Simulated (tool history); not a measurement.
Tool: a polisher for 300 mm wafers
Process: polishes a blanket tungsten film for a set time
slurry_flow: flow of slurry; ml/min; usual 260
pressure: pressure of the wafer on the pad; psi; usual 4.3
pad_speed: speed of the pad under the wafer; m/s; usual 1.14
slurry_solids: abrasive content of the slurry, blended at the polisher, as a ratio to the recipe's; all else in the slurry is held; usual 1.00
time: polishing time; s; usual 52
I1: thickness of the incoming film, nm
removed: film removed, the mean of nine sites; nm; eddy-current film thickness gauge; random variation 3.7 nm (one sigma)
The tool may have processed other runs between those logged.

Run 1, hour 0.0: usual settings; I1 921.4. Result: removed 385.0 nm.
Run 2, hour 12.7: usual settings; I1 938.9. Result: removed 383.3 nm.
Run 3, hour 26.8: usual settings but slurry_flow 325 ml/min, pressure 4.6 psi; I1 918.7. Result: removed 419.6 nm.
At hour 35.3: worn pad replaced by a new one.
Run 4, hour 38.1: usual settings but slurry_flow 330 ml/min, pressure 3.1 psi; I1 931.1. Result: removed 291.1 nm.
Run 5, hour 51.0: usual settings but slurry_flow 330 ml/min, pressure 3.1 psi; I1 901.9. Result: removed 286.8 nm.
Run 6, hour 65.2: usual settings but slurry_flow 330 ml/min, pressure 3.1 psi; I1 900.6. Result: removed 283.4 nm.
Run 7, hour 78.1: usual settings but slurry_flow 325 ml/min; I1 903.1. Result: removed 390.4 nm.
Run 8, hour 89.9: usual settings; I1 922.9. Result: removed 382.8 nm.
At hour 95.1: slurry blender recalibrated.
Run 9, hour 103.2: usual settings; I1 928.8. Result: removed 382.2 nm.
Run 10, hour 114.7: usual settings but pressure 3.9 psi; I1 914.2. Result: removed 345.0 nm.
Run 11, hour 124.7: usual settings but pressure 3.9 psi; I1 914.2. Result: removed 340.7 nm.
At hour 129.7: worn pad replaced by a new one.
At hour 132.2: slurry tank refilled with fresh slurry and peroxide.
Run 12, hour 139.6: usual settings but slurry_solids 1.10; I1 929.9. Result: removed 396.4 nm.
Run 13, hour 147.5: usual settings; I1 921.7. Result: removed 387.0 nm.
Run 14, hour 158.1: usual settings but slurry_flow 295 ml/min, pressure 5.0 psi, pad_speed 0.82 m/s, time 47 s; I1 906.6. Result: removed 309.1 nm.
Run 15, hour 164.6: usual settings but slurry_flow 330 ml/min, pad_speed 0.94 m/s, time 42 s; I1 920.1. Result: removed 263.0 nm.
Run 16, hour 175.1: usual settings but slurry_flow 315 ml/min, pressure 5.5 psi, slurry_solids 1.20, time 65 s; I1 939.6. Result: removed 652.6 nm.
Run 17, hour 187.8: usual settings but time 37 s; I1 916.4. Result: removed 270.5 nm.
Run 18, hour 214.3: usual settings but pad_speed 0.88 m/s; I1 923.5. Result: removed 300.4 nm.
At hour 216.0: slurry nozzle cleaned.
At hour 218.9: worn pad replaced by a new one.
Run 19, hour 227.3: usual settings but slurry_flow 220 ml/min; I1 926.3. Result: removed 384.1 nm.
At hour 233.3: head pressure recalibrated.
Run 20, hour 243.8: usual settings but slurry_flow 300 ml/min, pad_speed 0.82 m/s, slurry_solids 1.25, time 40 s; I1 918.2. Result: removed 237.1 nm.
Run 21, hour 255.9: usual settings; I1 919.0. Result: removed 383.4 nm.
Run 22, hour 263.6: usual settings but pressure 2.8 psi, pad_speed 1.50 m/s; I1 926.6. Result: removed 322.8 nm.
At hour 272.7: slurry tank refilled with fresh slurry and peroxide.
Run 23, hour 278.4: usual settings but pressure 5.1 psi, slurry_solids 1.10; I1 928.4. Result: removed 464.1 nm.
Run 24, hour 286.2: usual settings but slurry_flow 330 ml/min, slurry_solids 0.70; I1 911.1. Result: removed 361.7 nm.
At hour 300.2: worn pad replaced by a new one.
At hour 300.2: slurry blender recalibrated.
Run 25, hour 301.4: usual settings but slurry_flow 295 ml/min, slurry_solids 0.75, time 46 s; I1 915.1. Result: removed 329.7 nm.
Run 26, hour 317.3: usual settings but slurry_flow 300 ml/min, pad_speed 0.82 m/s, slurry_solids 1.25, time 40 s; I1 928.5. Result: removed 235.5 nm.

What if the next run were any one of these 5? Each begins from the tool's condition after run 26:
Run A, hour 317.7: usual settings; I1 932.9. Result: removed ?.
Run B, hour 317.7: usual settings but slurry_flow 340 ml/min; I1 932.9. Result: removed ?.
Run C, hour 317.7: usual settings but pad_speed 1.38 m/s, time 40 s; I1 932.9. Result: removed ?.
Run D, hour 317.7: usual settings but slurry_flow 185 ml/min, time 69 s; I1 932.9. Result: removed ?.
Run E, hour 317.7: usual settings but slurry_flow 350 ml/min, pad_speed 1.48 m/s, slurry_solids 0.85, time 41 s; I1 932.9. Result: removed ?.

run  removed
  A    380.7
  B    389.7
  C    348.8
  D    485.9
  E    376.9
What these runs would have given with no unlogged condition in the tool:
run  removed
  A    390.0
  B    399.3
  C    357.4
  D    497.8
  E    386.1
